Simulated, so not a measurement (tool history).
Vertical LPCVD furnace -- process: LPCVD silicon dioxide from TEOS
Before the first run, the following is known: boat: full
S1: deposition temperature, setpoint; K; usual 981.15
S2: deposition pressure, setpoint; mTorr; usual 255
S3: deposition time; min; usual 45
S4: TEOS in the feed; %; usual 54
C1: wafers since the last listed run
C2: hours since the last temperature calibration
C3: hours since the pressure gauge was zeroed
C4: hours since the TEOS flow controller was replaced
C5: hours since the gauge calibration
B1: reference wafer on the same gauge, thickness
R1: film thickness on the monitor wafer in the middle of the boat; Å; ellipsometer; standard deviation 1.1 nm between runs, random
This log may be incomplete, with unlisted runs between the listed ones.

run   hour      S1   S2    S3  S4   C1      C2      C3      C4     C5      B1      R1
  1      0  981.15  205    45  54    0  2987.3  4801.7  2815.7   63.7  332.34  2751.5
  2    9.6  981.15  205    45  54   83  2996.9  4811.3  2825.3   73.3  332.13  2751.1
  3   23.1  981.15  255    51  48  116  3010.4  4824.8  2838.8   86.8  331.99  3275.9
      52.9  -- TEOS flow controller replaced
  4   53.4  981.15  255    51  48   54  3040.7  4855.1     0.5  117.1  331.79  3279.1
  5   57.9  981.15  255    51  48   38  3045.2  4859.6       5  121.6  331.77  3270.1
  6   62.5  981.15  255    45  54   39  3049.8  4864.2     9.6  126.2  332.11  3084.2
  7   67.6  981.15  255    45  54   44  3054.9  4869.3    14.7  131.3  331.79  3076.8
  8     80  981.15  255    45  62  107  3067.3  4881.7    27.1  143.7  332.23  3307.4
  9   89.9  981.15  255    45  62   85  3077.2  4891.6      37  153.6  331.83  3307.8
     130.4  -- pressure gauge zeroed
 10  130.9  981.15  255    45  62  147  3118.2     0.5      78  194.6  331.91  3311.4
 11  135.4  981.15  255    45  54   38  3122.7       5    82.5  199.1  331.93  3058.2
 12    140  981.15  255    45  54   39  3127.3     9.6    87.1  203.7  332.05  3068.8
 13  144.5  993.15  255    45  64   28  3131.8    14.1    91.6  208.2  331.96  4372.1
     167.3  -- thermocouples replaced and temperature profile calibrated
 14  167.8  981.15  255    45  54    4     0.5    37.4   114.9  231.5  332.33    3058
 15  172.4  993.15  215    36  49   39     5.1      42   119.5  236.1  332.34  2828.4
 16  176.9  975.15  275    31  51   38     9.6    46.5     124  240.6  332.04  1862.5
 17  181.5  993.15  255    45  64   39    14.2    51.1   128.6  245.2  331.77  4363.3
 18  190.8  981.15  255    45  54   80    23.5    60.4   137.9  254.5  332.13  3070.1
 19  204.4  973.15  255  31.5  54  117    37.1      74   151.5  268.1  332.11  1779.5
 20  216.9  981.15  255    45  54  108    49.6    86.5     164  280.6  331.52    3057
 21  235.1  981.15  255    45  54  157    67.8   104.7   182.2  298.8  331.92  3052.5
     250.2  -- gauge calibrated
 22  253.6  981.15  255    45  54  160    86.3   123.2   200.7    3.4  331.63  3065.2
 23  264.8  981.15  235    32  43   96    97.5   134.4   211.9   14.6  331.87  1863.8
 24  275.4  988.15  275    45  54   91   108.1     145   222.5   25.2  331.91  3749.7
 25  294.3  981.15  255  52.5  48  163     127   163.9   241.4   44.1  332.06  3381.5
 26  305.4  981.15  295    28  54   96   138.1     175   252.5   55.2  332.09  2065.8
 27  317.2  971.15  255    45  58  102   149.9   186.8   264.3     67  332.15    2521
 28  330.9  993.15  215    61  43  118   163.6   200.5     278   80.7  331.54  4476.2
 29  346.4  981.15  255    45  54  134   179.1     216   293.5   96.2  332.22  3055.2
 30  354.6  981.15  210  35.5  54   70   187.3   224.2   301.7  104.4  331.68  2195.1
 31  364.9  981.15  315    45  54   89   197.6   234.5     312  114.7  332.06  3404.7
 32  371.4  981.15  255    45  63   56   204.1     241   318.5  121.2  331.73  3325.6

Exercise: give the hidden state of the tool at every run:
true tube temperature minus thermocouple reading, K: 0 across all the runs
true pressure minus gauge reading, mTorr: 0 across all the runs
deviation of the TEOS flow from its setpoint, %: 0 across all the runs
gauge reads high (%): 0 across all the runs

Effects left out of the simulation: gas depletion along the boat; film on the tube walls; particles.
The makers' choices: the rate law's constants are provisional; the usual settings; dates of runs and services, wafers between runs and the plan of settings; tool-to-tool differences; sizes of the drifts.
